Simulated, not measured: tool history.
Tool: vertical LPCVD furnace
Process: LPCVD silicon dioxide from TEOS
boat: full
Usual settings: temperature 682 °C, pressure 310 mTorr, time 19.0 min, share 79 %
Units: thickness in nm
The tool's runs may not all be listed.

run	day	temperature	pressure	time	share	read-back reference wafer on the same gauge, thickness	thickness
1	0.000	682	340	19.0	79	96.94	120.87
2	1.983	682	340	19.0	79	96.99	120.60
3	5.546	682	340	19.0	79	97.06	120.95
4	7.088	682	310	19.0	79	97.01	114.56
5	10.446	682	310	19.0	79	96.95	115.57
6	13.558	682	310	19.0	79	96.97	115.63
7	17.062	682	310	19.0	79	96.92	115.12
# day 20.133: TEOS flow controller replaced
8	20.154	682	310	13.5	71	97.12	78.07
# day 21.233: pressure gauge zeroed
9	23.604	682	310	19.0	94	96.97	125.74
10	26.600	682	290	19.0	79	96.96	111.72
# day 28.329: gauge calibrated
# day 30.254: thermocouples replaced and temperature profile calibrated
11	37.758	682	370	19.0	79	97.06	116.27
12	40.696	682	310	19.0	79	97.03	107.66
13	44.971	682	310	19.0	90	97.13	115.72
14	46.921	688	310	12.0	79	96.99	78.68
15	49.875	682	310	19.0	90	97.03	115.84

Forecast each of these 5 alternatives for the next run:
A	50.029	682	310	19.0	79	?	?
B	50.029	682	285	26.0	79	?	?
C	50.029	682	310	19.0	87	?	?
D	50.029	682	310	16.0	84	?	?
E	50.029	685	340	13.0	86	?	?

run	read-back reference wafer on the same gauge, thickness	thickness
A	96.92	108.39
B	96.92	142.22
C	96.92	113.75
D	96.92	94.12
E	96.92	87.09
Without the tool's hidden state the same runs would have given:
run	thickness
A	105.59
B	138.54
C	110.81
D	91.69
E	84.85
